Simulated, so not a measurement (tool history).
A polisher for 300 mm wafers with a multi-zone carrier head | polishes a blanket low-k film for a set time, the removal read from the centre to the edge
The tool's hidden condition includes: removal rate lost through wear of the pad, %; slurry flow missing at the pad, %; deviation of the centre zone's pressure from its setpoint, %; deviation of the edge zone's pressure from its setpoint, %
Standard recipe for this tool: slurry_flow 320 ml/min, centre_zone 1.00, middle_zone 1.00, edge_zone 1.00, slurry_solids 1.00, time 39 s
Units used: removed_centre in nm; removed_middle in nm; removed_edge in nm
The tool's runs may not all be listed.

run   hour  slurry_flow  centre_zone  middle_zone  edge_zone  slurry_solids  time  wafers since the last listed run  wafers polished on this pad  hours since the slurry nozzle was cleaned  hours since the centre zone pressure was calibrated  hours since the edge zone pressure was calibrated  hours since the carrier head's membrane was replaced  incoming thickness of the incoming film, nm  removed_centre  removed_middle  removed_edge
  1    0.0          320         1.00         1.00       1.00           1.00    39                                 0                          726                                      113.9                                               1188.5                                              745.2                                                1374.1                                        437.7            15.5            15.0          15.5
  2   13.2          320         1.00         1.00       1.00           1.00    39                               162                          889                                      127.1                                               1201.7                                              758.4                                                1387.3                                        440.1            15.0            14.7          15.8
      26.1  -- worn pad replaced by a new one
  3   29.4          320         1.00         1.00       1.00           1.00    39                               150                           40                                      143.3                                               1217.9                                              774.6                                                1403.5                                        443.6            15.2            15.0          15.5
      37.6  -- edge zone pressure recalibrated
  4   38.4          320         1.00         0.92       1.00           1.00    39                                86                          126                                      152.3                                               1226.9                                                0.8                                                1412.5                                        444.6            15.0            13.9          15.7
  5   53.9          320         1.00         1.00       1.00           1.00    39                               190                          317                                      167.8                                               1242.4                                               16.3                                                1428.0                                        442.5            14.9            14.8          15.5
  6   60.1          250         0.94         1.00       1.00           1.00    39                                76                          393                                      174.0                                               1248.6                                               22.5                                                1434.2                                        442.5            13.0            13.9          15.2
  7   67.8          250         0.94         1.00       1.00           1.00    39                                94                          488                                      181.7                                               1256.3                                               30.2                                                1441.9                                        434.3            13.2            14.0          15.1
  8   78.1          320         1.00         1.00       1.00           1.00    39                               126                          614                                      192.0                                               1266.6                                               40.5                                                1452.2                                        447.2            14.8            15.0          15.6
  9  107.4          320         1.00         1.10       1.00           1.00    39                               360                          975                                      221.3                                               1295.9                                               69.8                                                1481.5                                        435.3            14.9            16.3          15.7
 10  114.2          320         1.00         1.00       1.00           1.00    39                                83                         1058                                      228.1                                               1302.7                                               76.6                                                1488.3                                        443.7            14.8            15.0          15.4
     120.3  -- worn pad replaced by a new one
 11  121.0          320         1.00         1.00       1.00           1.00    39                                34                            8                                      234.9                                               1309.5                                               83.4                                                1495.1                                        446.3            14.7            15.1          15.4
     138.6  -- slurry nozzle cleaned
 12  139.1          320         1.00         1.07       0.89           1.00    39                               210                          219                                        0.5                                               1327.6                                              101.5                                                1513.2                                        442.9            16.0            16.7          15.3
     156.1  -- carrier head's membrane replaced by a new one
     158.2  -- centre zone pressure recalibrated
 13  158.7          415         0.94         1.00       0.88           1.00    39                               154                          374                                       20.1                                                  0.5                                              121.1                                                   2.6                                        437.1            15.3            15.6          15.5
 14  162.5          320         1.00         0.93       0.92           1.00    39                                46                          420                                       23.9                                                  4.3                                              124.9                                                   6.4                                        435.9            15.3            14.7          15.3
 15  178.7          250         0.96         1.07       1.00           1.00    33                               199                          620                                       40.1                                                 20.5                                              141.1                                                  22.6                                        434.0            12.1            13.5          13.3
 16  188.6          320         1.00         1.00       1.00           1.00    39                               121                          741                                       50.0                                                 30.4                                              151.0                                                  32.5                                        445.3            15.1            15.3          15.8
 17  198.3          320         1.00         1.00       1.00           1.00    39                               119                          861                                       59.7                                                 40.1                                              160.7                                                  42.2                                        432.2            15.1            15.3          15.8
     211.9  -- worn pad replaced by a new one
 18  212.4          320         1.03         1.04       0.95           1.00    29                               124                            6                                       73.8                                                 54.2                                              174.8                                                  56.3                                        441.6            11.5            11.6          11.4
 19  226.9          320         1.09         1.00       1.00           1.00    39                               178                          184                                       88.3                                                 68.7                                              189.3                                                  70.8                                        445.3            16.6            15.1          15.6
 20  232.9          320         0.97         1.08       1.00           1.15    39                                73                          258                                       94.3                                                 74.7                                              195.3                                                  76.8                                        434.1            15.8            17.0          16.7
 21  248.0          320         1.00         1.03       1.00           1.00    51                               185                          444                                      109.4                                                 89.8                                              210.4                                                  91.9                                        436.4            19.5            20.1          19.8

What would each run have given without the hidden state, its run-to-run variation left as it was?
run  removed_centre  removed_middle  removed_edge
  1            16.3            15.7          16.1
  2            15.9            15.5          16.4
  3            16.2            15.9          16.2
  4            16.0            14.7          16.4
  5            15.9            15.8          16.2
  6            14.2            15.0          16.1
  7            14.5            15.2          16.1
  8            16.0            16.0          16.4
  9            16.0            17.4          16.6
 10            16.0            16.1          16.2
 11            15.9            16.2          16.2
 12            16.2            16.9          15.4
 13            15.5            15.8          15.7
 14            15.7            15.0          15.6
 15            12.7            14.1          13.7
 16            15.7            15.9          16.2
 17            15.8            16.0          16.3
 18            12.1            12.2          11.8
 19            17.7            16.0          16.2
 20            16.9            18.1          17.4
 21            21.0            21.4          20.8

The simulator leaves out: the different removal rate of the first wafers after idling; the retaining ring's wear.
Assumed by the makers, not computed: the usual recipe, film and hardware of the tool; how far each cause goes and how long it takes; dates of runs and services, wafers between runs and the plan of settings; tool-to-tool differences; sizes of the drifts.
